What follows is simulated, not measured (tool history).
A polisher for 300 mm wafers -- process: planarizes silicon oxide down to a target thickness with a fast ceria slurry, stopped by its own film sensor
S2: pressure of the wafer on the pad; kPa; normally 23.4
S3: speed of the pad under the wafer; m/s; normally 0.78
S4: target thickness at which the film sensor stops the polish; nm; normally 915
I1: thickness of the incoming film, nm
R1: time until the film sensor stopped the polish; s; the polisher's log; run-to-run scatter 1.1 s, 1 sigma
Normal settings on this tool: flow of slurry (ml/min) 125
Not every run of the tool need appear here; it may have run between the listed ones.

Run 1, day 0.000: usual settings but flow of slurry (ml/min) 160, S4 1221 nm; I1 2054.1. Result: R1 59.1 s.
Run 2, day 0.354: usual settings but S3 0.96 m/s; I1 2054.1. Result: R1 67.2 s.
Run 3, day 0.892: usual settings but S3 0.96 m/s; I1 2041.2. Result: R1 64.7 s.
Run 4, day 1.312: usual settings but flow of slurry (ml/min) 110; I1 2087.9. Result: R1 89.2 s.
Run 5, day 1.921: usual settings but flow of slurry (ml/min) 110; I1 2096.3. Result: R1 88.0 s.
Run 6, day 2.400: usual settings but S4 741 nm; I1 2042.9. Result: R1 94.2 s.
Run 7, day 3.096: usual settings but S4 741 nm; I1 2052.7. Result: R1 97.2 s.
Run 8, day 3.608: usual settings; I1 2084.2. Result: R1 87.2 s.
Run 9, day 3.925: usual settings; I1 2096.7. Result: R1 86.2 s.
Run 10, day 4.417: usual settings; I1 2057.6. Result: R1 83.3 s.
Run 11, day 5.100: usual settings; I1 2054.2. Result: R1 85.2 s.
Run 12, day 5.458: usual settings but S3 0.90 m/s; I1 2028.7. Result: R1 71.5 s.
Run 13, day 6.104: usual settings but flow of slurry (ml/min) 155; I1 2064.2. Result: R1 78.8 s.
Run 14, day 6.475: usual settings; I1 2071.5. Result: R1 82.3 s.
Run 15, day 6.942: usual settings but S2 31.0 kPa, S4 1310 nm; I1 2038.6. Result: R1 41.8 s.
Run 16, day 7.212: usual settings but flow of slurry (ml/min) 145, S2 17.2 kPa, S4 666 nm; I1 2087.3. Result: R1 123.2 s.
Run 17, day 7.558: usual settings but S4 1046 nm; I1 2047.7. Result: R1 72.1 s.
Run 18, day 8.192: usual settings but flow of slurry (ml/min) 105, S2 30.3 kPa; I1 2046.7. Result: R1 71.8 s.
Run 19, day 8.654: usual settings; I1 2050.5. Result: R1 81.5 s.
Run 20, day 9.288: usual settings but flow of slurry (ml/min) 160, S4 1221 nm; I1 2061.0. Result: R1 58.7 s.

Withheld: 4 entries from between the runs. Position of each, and hidden state at the listed run before versus the listed run after:
Runs 2 to 3: worn pad replaced by a new one (day 0.554)
  removal rate lost through wear of the pad, %: 5.88 -> 1.74
  measured result minus the result with no hidden state, R1: +4.0 -> +1.2 s
Runs 10 to 11: slurry nozzle cleaned (day 4.704)
  removal rate lost through wear of the pad, %: 6.11 -> 6.96
  measured result minus the result with no hidden state, R1: +5.1 -> +5.9 s
Runs 12 to 13: worn pad replaced by a new one (day 6.083)
  removal rate lost through wear of the pad, %: 7.4 -> 0.462
  measured result minus the result with no hidden state, R1: +5.3 -> +0.4 s
Runs 14 to 15: head pressure recalibrated (day 6.921)
  removal rate lost through wear of the pad, %: 0.921 -> 1.5
  measured result minus the result with no hidden state, R1: +0.7 -> +0.6 s

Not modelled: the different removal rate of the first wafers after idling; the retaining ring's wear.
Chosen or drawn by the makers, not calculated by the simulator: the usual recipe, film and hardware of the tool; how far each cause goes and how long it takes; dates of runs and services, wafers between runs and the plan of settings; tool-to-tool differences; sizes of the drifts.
